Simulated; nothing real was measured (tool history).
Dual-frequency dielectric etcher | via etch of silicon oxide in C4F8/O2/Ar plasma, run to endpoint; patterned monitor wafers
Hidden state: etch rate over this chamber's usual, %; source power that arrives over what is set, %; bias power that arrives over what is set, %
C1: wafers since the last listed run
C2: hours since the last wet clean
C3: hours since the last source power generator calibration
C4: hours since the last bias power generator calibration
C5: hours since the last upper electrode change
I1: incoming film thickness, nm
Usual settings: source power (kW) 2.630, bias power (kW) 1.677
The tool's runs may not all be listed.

Run 1, hour 0.0: usual settings but source power (kW) 2.280; C1 0; C2 196.0; C3 2763.0; C4 2501.4; C5 3635.8; I1 1194.9. Result: endpoint time (s) 251.1.
Run 2, hour 21.4: usual settings but source power (kW) 2.280; C1 99; C2 217.4; C3 2784.4; C4 2522.8; C5 3657.2; I1 1186.1. Result: endpoint time (s) 252.8.
Run 3, hour 51.0: usual settings but bias power (kW) 1.973; C1 137; C2 247.0; C3 2814.0; C4 2552.4; C5 3686.8; I1 1192.7. Result: endpoint time (s) 230.6.
Run 4, hour 154.4: usual settings but bias power (kW) 1.973; C1 478; C2 350.4; C3 2917.4; C4 2655.8; C5 3790.2; I1 1193.7. Result: endpoint time (s) 229.1.
Run 5, hour 188.8: usual settings; C1 159; C2 384.8; C3 2951.8; C4 2690.2; C5 3824.6; I1 1190.3. Result: endpoint time (s) 239.4.
Run 6, hour 202.2: usual settings; C1 62; C2 398.2; C3 2965.2; C4 2703.6; C5 3838.0; I1 1183.7. Result: endpoint time (s) 241.6.
Run 7, hour 233.0: usual settings; C1 142; C2 429.0; C3 2996.0; C4 2734.4; C5 3868.8; I1 1179.7. Result: endpoint time (s) 241.1.
Run 8, hour 254.9: usual settings; C1 101; C2 450.9; C3 3017.9; C4 2756.3; C5 3890.7; I1 1173.3. Result: endpoint time (s) 241.4.
Run 9, hour 289.6: usual settings; C1 160; C2 485.6; C3 3052.6; C4 2791.0; C5 3925.4; I1 1193.0. Result: endpoint time (s) 244.2.
Run 10, hour 302.7: usual settings; C1 60; C2 498.7; C3 3065.7; C4 2804.1; C5 3938.5; I1 1182.7. Result: endpoint time (s) 241.1.
Run 11, hour 321.8: usual settings; C1 88; C2 517.8; C3 3084.8; C4 2823.2; C5 3957.6; I1 1185.5. Result: endpoint time (s) 241.6.
At hour 348.8: bias power generator calibrated.
At hour 360.5: source power generator calibrated.
Run 12, hour 361.0: usual settings; C1 144; C2 557.0; C3 0.5; C4 12.2; C5 3996.8; I1 1191.5. Result: endpoint time (s) 245.4.
At hour 389.8: wet clean of the chamber.
Run 13, hour 390.3: usual settings but source power (kW) 3.120; C1 24; C2 0.5; C3 29.8; C4 41.5; C5 4026.1; I1 1201.7. Result: endpoint time (s) 237.3.
Run 14, hour 399.8: usual settings but source power (kW) 3.120; C1 43; C2 10.0; C3 39.3; C4 51.0; C5 4035.6; I1 1186.3. Result: endpoint time (s) 233.7.
Run 15, hour 413.0: usual settings but source power (kW) 3.120; C1 61; C2 23.2; C3 52.5; C4 64.2; C5 4048.8; I1 1194.3. Result: endpoint time (s) 234.7.
Run 16, hour 475.9: usual settings; C1 291; C2 86.1; C3 115.4; C4 127.1; C5 4111.7; I1 1185.2. Result: endpoint time (s) 249.2.
Run 17, hour 505.2: usual settings; C1 135; C2 115.4; C3 144.7; C4 156.4; C5 4141.0; I1 1194.3. Result: endpoint time (s) 252.5.
At hour 553.1: wet clean of the chamber, repeated, since the last time left the tool worse.
Run 18, hour 553.6: usual settings but source power (kW) 2.980, bias power (kW) 1.948; C1 112; C2 0.5; C3 193.1; C4 204.8; C5 4189.4; I1 1180.1. Result: endpoint time (s) 212.7.
Run 19, hour 560.3: usual settings; C1 31; C2 7.2; C3 199.8; C4 211.5; C5 4196.1; I1 1194.3. Result: endpoint time (s) 233.3.
Run 20, hour 585.9: usual settings but source power (kW) 2.140, bias power (kW) 1.784; C1 118; C2 32.8; C3 225.4; C4 237.1; C5 4221.7; I1 1182.9. Result: endpoint time (s) 245.0.
Run 21, hour 605.4: usual settings; C1 90; C2 52.3; C3 244.9; C4 256.6; C5 4241.2; I1 1180.2. Result: endpoint time (s) 232.1.
Run 22, hour 632.7: usual settings but source power (kW) 2.140, bias power (kW) 1.428; C1 126; C2 79.6; C3 272.2; C4 283.9; C5 4268.5; I1 1191.9. Result: endpoint time (s) 266.8.
Run 23, hour 650.3: usual settings but source power (kW) 1.990, bias power (kW) 1.467; C1 81; C2 97.2; C3 289.8; C4 301.5; C5 4286.1; I1 1187.0. Result: endpoint time (s) 265.0.
Run 24, hour 678.7: usual settings but bias power (kW) 1.509; C1 131; C2 125.6; C3 318.2; C4 329.9; C5 4314.5; I1 1190.6. Result: endpoint time (s) 238.9.
Run 25, hour 695.3: usual settings but source power (kW) 3.020, bias power (kW) 1.561; C1 76; C2 142.2; C3 334.8; C4 346.5; C5 4331.1; I1 1189.5. Result: endpoint time (s) 226.7.
At hour 735.1: upper electrode replaced.
Run 26, hour 735.6: usual settings; C1 75; C2 182.5; C3 375.1; C4 386.8; C5 0.5; I1 1193.4. Result: endpoint time (s) 238.4.
Run 27, hour 738.8: usual settings; C1 14; C2 185.7; C3 378.3; C4 390.0; C5 3.7; I1 1192.2. Result: endpoint time (s) 237.3.
Run 28, hour 760.5: usual settings but source power (kW) 2.930, bias power (kW) 1.475; C1 100; C2 207.4; C3 400.0; C4 411.7; C5 25.4; I1 1177.1. Result: endpoint time (s) 231.3.
Run 29, hour 790.3: usual settings but bias power (kW) 1.315; C1 138; C2 237.2; C3 429.8; C4 441.5; C5 55.2; I1 1186.1. Result: endpoint time (s) 248.3.
Run 30, hour 821.2: usual settings but source power (kW) 2.070, bias power (kW) 1.334; C1 143; C2 268.1; C3 460.7; C4 472.4; C5 86.1; I1 1185.8. Result: endpoint time (s) 273.2.
Run 31, hour 855.9: usual settings but bias power (kW) 1.386; C1 160; C2 302.8; C3 495.4; C4 507.1; C5 120.8; I1 1183.5. Result: endpoint time (s) 247.4.
Run 32, hour 889.8: usual settings; C1 156; C2 336.7; C3 529.3; C4 541.0; C5 154.7; I1 1212.1. Result: endpoint time (s) 244.7.
Run 33, hour 902.5: usual settings but source power (kW) 3.170; C1 58; C2 349.4; C3 542.0; C4 553.7; C5 167.4; I1 1177.7. Result: endpoint time (s) 221.7.
Run 34, hour 932.2: usual settings but source power (kW) 3.150, bias power (kW) 1.311; C1 137; C2 379.1; C3 571.7; C4 583.4; C5 197.1; I1 1192.3. Result: endpoint time (s) 241.2.
Run 35, hour 966.5: usual settings but bias power (kW) 1.973; C1 158; C2 413.4; C3 606.0; C4 617.7; C5 231.4; I1 1185.9. Result: endpoint time (s) 230.1.

Forecast each of these 4 alternatives for the next run:
Run A, hour 967.0: usual settings; C1 2; C2 413.9; C3 606.5; C4 618.2; C5 231.9; I1 1200.0. Result: endpoint time (s) ?.
Run B, hour 967.0: usual settings but bias power (kW) 2.091; C1 2; C2 413.9; C3 606.5; C4 618.2; C5 231.9; I1 1200.0. Result: endpoint time (s) ?.
Run C, hour 967.0: usual settings but source power (kW) 2.420, bias power (kW) 1.964; C1 2; C2 413.9; C3 606.5; C4 618.2; C5 231.9; I1 1200.0. Result: endpoint time (s) ?.
Run D, hour 967.0: usual settings but source power (kW) 2.280, bias power (kW) 1.866; C1 2; C2 413.9; C3 606.5; C4 618.2; C5 231.9; I1 1200.0. Result: endpoint time (s) ?.

run  endpoint time (s)
  A              239.7
  B              226.4
  C              236.9
  D              244.9
Without the tool's hidden state the same runs would have given:
run  endpoint time (s)
  A              235.2
  B              222.3
  C              232.5
  D              240.4
